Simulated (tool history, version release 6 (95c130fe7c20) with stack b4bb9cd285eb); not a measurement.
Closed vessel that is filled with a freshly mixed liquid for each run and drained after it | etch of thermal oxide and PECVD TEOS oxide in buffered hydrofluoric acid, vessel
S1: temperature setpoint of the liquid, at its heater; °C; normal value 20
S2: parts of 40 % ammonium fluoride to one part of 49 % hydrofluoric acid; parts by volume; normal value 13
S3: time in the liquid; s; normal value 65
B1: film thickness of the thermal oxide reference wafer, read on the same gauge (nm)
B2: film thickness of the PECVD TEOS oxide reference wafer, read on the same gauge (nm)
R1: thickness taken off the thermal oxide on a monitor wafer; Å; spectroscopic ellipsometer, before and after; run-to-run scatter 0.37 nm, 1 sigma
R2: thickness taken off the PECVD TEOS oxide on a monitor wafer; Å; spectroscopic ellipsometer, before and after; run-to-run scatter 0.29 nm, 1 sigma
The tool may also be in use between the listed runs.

run,day,S1,S2,S3,B1,B2,R1,R2
1,0,20,13,65,40.02,29.97,416.8,573.1
2,1.771,20,13,65,40.02,30.01,409.8,570.6
3,3.267,20,13,65,40.01,29.99,412.6,566.2
4,4.604,18.5,13,65,40.03,29.93,383.2,524.8
5,6.025,20,13,65,39.97,30.06,415.7,571.9
# day 13.017: thermometer replaced
6,14.488,20,16.5,65,40.01,30.01,324.8,448.1
7,16.6,20,14.5,65,40.01,29.98,373.9,509.1
# day 18.492: gauge calibrated
8,19.325,17,13,65,40.02,29.96,345.5,480.5
9,20.325,20,11,65,40.03,30.03,489.5,666.1

Predict the results of run 10:
# day 22.275: hydrofluoric acid flow meter replaced
10,22.917,18.5,14.5,80,?,?,?,?

{"run 10": {"B1": 39.98, "B2": 29.98, "R1": 418.5, "R2": 579.1}}
Take away the tool's hidden state, keep the run-to-run variation as it was, and the same run would have given R1 418.5 Å, R2 579.1 Å.

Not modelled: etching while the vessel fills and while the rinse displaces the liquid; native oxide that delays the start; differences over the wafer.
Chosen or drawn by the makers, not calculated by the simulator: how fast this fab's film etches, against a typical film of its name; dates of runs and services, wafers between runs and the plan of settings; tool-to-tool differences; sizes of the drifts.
